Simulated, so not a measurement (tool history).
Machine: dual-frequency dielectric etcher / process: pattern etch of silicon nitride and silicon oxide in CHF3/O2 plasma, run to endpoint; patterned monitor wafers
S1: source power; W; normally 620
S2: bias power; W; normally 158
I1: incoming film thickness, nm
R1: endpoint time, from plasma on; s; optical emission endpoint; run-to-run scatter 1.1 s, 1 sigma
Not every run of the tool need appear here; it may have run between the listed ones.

{"run": 1, "day": 0.0, "S1": 620, "S2": 158, "I1": 177.5, "R1": 128.9}
{"run": 2, "day": 0.567, "S1": 620, "S2": 158, "I1": 176.8, "R1": 129.0}
{"run": 3, "day": 1.446, "S1": 620, "S2": 158, "I1": 177.9, "R1": 129.1}
{"run": 4, "day": 2.204, "S1": 620, "S2": 158, "I1": 177.3, "R1": 126.6}
{"run": 5, "day": 2.804, "S1": 620, "S2": 158, "I1": 177.0, "R1": 126.8}
{"run": 6, "day": 4.221, "S1": 620, "S2": 158, "I1": 177.4, "R1": 127.7}
{"run": 7, "day": 4.921, "S1": 540, "S2": 131, "I1": 176.7, "R1": 135.7}
{"run": 8, "day": 5.908, "S1": 620, "S2": 158, "I1": 175.7, "R1": 124.9}
{"run": 9, "day": 8.929, "S1": 620, "S2": 158, "I1": 176.3, "R1": 124.4}
{"run": 10, "day": 9.904, "S1": 620, "S2": 189, "I1": 174.6, "R1": 118.0}
{"run": 11, "day": 14.033, "S1": 620, "S2": 189, "I1": 177.2, "R1": 119.2}
{"run": 12, "day": 15.179, "S1": 620, "S2": 158, "I1": 177.2, "R1": 123.0}
{"run": 13, "day": 16.554, "S1": 620, "S2": 158, "I1": 177.3, "R1": 124.0}
{"day": 18.0, "done": "wet clean of the chamber"}
{"run": 14, "day": 18.021, "S1": 620, "S2": 158, "I1": 178.5, "R1": 130.9}
{"run": 15, "day": 18.746, "S1": 620, "S2": 158, "I1": 176.0, "R1": 130.3}
{"run": 16, "day": 19.992, "S1": 480, "S2": 131, "I1": 175.4, "R1": 143.1}
{"run": 17, "day": 20.7, "S1": 620, "S2": 158, "I1": 176.4, "R1": 127.3}
{"day": 21.317, "done": "source power generator calibrated"}
{"run": 18, "day": 21.767, "S1": 460, "S2": 158, "I1": 178.2, "R1": 139.9}
{"run": 19, "day": 22.358, "S1": 620, "S2": 122, "I1": 175.4, "R1": 137.6}
{"run": 20, "day": 23.504, "S1": 540, "S2": 129, "I1": 176.9, "R1": 141.6}
{"day": 24.067, "done": "bias power generator calibrated"}
{"day": 24.833, "done": "upper electrode replaced"}
{"run": 21, "day": 24.854, "S1": 480, "S2": 158, "I1": 176.3, "R1": 135.1}
{"run": 22, "day": 25.304, "S1": 550, "S2": 196, "I1": 174.4, "R1": 123.7}
{"run": 23, "day": 26.338, "S1": 620, "S2": 147, "I1": 177.6, "R1": 132.2}
{"run": 24, "day": 27.521, "S1": 750, "S2": 174, "I1": 176.6, "R1": 118.6}
{"run": 25, "day": 28.642, "S1": 620, "S2": 158, "I1": 173.7, "R1": 126.0}
{"run": 26, "day": 30.046, "S1": 620, "S2": 158, "I1": 175.3, "R1": 127.2}
{"run": 27, "day": 31.021, "S1": 680, "S2": 147, "I1": 176.9, "R1": 125.0}
{"run": 28, "day": 31.658, "S1": 620, "S2": 122, "I1": 176.1, "R1": 134.8}
{"run": 29, "day": 34.008, "S1": 740, "S2": 144, "I1": 175.2, "R1": 123.0}

3 ways to go on from here, each from the tool as it stands after run 29. What would each give?
{"run": "A", "day": 34.029, "S1": 620, "S2": 158, "I1": 175.2, "R1": "?"}
{"run": "B", "day": 34.029, "S1": 620, "S2": 174, "I1": 175.2, "R1": "?"}
{"run": "C", "day": 34.029, "S1": 620, "S2": 171, "I1": 175.2, "R1": "?"}

run=A R1=123.5
run=B R1=120.6
run=C R1=121.1
Take away the tool's hidden state, keep each run's random variation, and the runs would have read:
run=A R1=127.6
run=B R1=124.6
run=C R1=125.1
